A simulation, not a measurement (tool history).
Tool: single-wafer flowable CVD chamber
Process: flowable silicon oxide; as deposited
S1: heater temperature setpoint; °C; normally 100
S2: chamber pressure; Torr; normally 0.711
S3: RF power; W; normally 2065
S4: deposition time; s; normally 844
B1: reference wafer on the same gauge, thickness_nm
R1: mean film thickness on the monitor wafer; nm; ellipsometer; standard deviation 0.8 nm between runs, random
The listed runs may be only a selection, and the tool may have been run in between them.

run   hour   S1     S2    S3   S4       B1       R1
  1    0.0  100  0.711  1760  844  351.135  323.028
  2   14.2  100  0.711  1760  844  351.006  323.845
  3   31.7  100  0.711  2065  844  350.990  347.811
  4   44.3   90  0.711  2065  844  350.775  509.349
      65.6  -- showerhead replaced
  5   66.1   90  0.711  2065  844  350.996  507.643
      80.2  -- thermocouple changed; heater temperature recalibrated
  6   80.7   90  0.711  2065  844  350.674  580.596
  7   92.8  100  0.711  2065  844  350.974  399.561
  8  104.6   90  0.711  1805  844  350.779  547.286
  9  117.2   90  0.711  1805  844  351.114  546.485
     131.6  -- RF generator calibrated
 10  132.1  100  0.711  2065  844  350.970  399.308
     136.5  -- gauge calibrated
     146.0  -- capacitance manometer re-zeroed and calibrated
 11  146.5   87  0.711  2175  844  351.163  651.500
 12  147.0   87  0.599  1675  974  351.081  560.992
 13  152.3  100  0.711  2475  844  350.877  416.483
 14  169.1  100  0.536  2065  992  350.970  355.335
 15  182.9   90  0.711  2340  746  351.112  526.916

Forecast each of these 5 alternatives for the next run:
  A  183.5   86  0.711  2065   844   ?   ?
  B  183.5   89  0.852  1935   844   ?   ?
  C  183.5   95  0.711  2065   732   ?   ?
  D  183.5   88  0.711  1770  1007   ?   ?
  E  183.5  100  0.711  2380   844   ?   ?

run       B1       R1
  A  350.765  660.185
  B  350.765  696.684
  C  350.765  415.516
  D  350.765  686.762
  E  350.765  412.102
The same runs, with their run-to-run variation unchanged, on a tool lacking any hidden condition would have given:
run       R1
  A  656.946
  B  693.331
  C  413.262
  D  683.436
  E  409.934
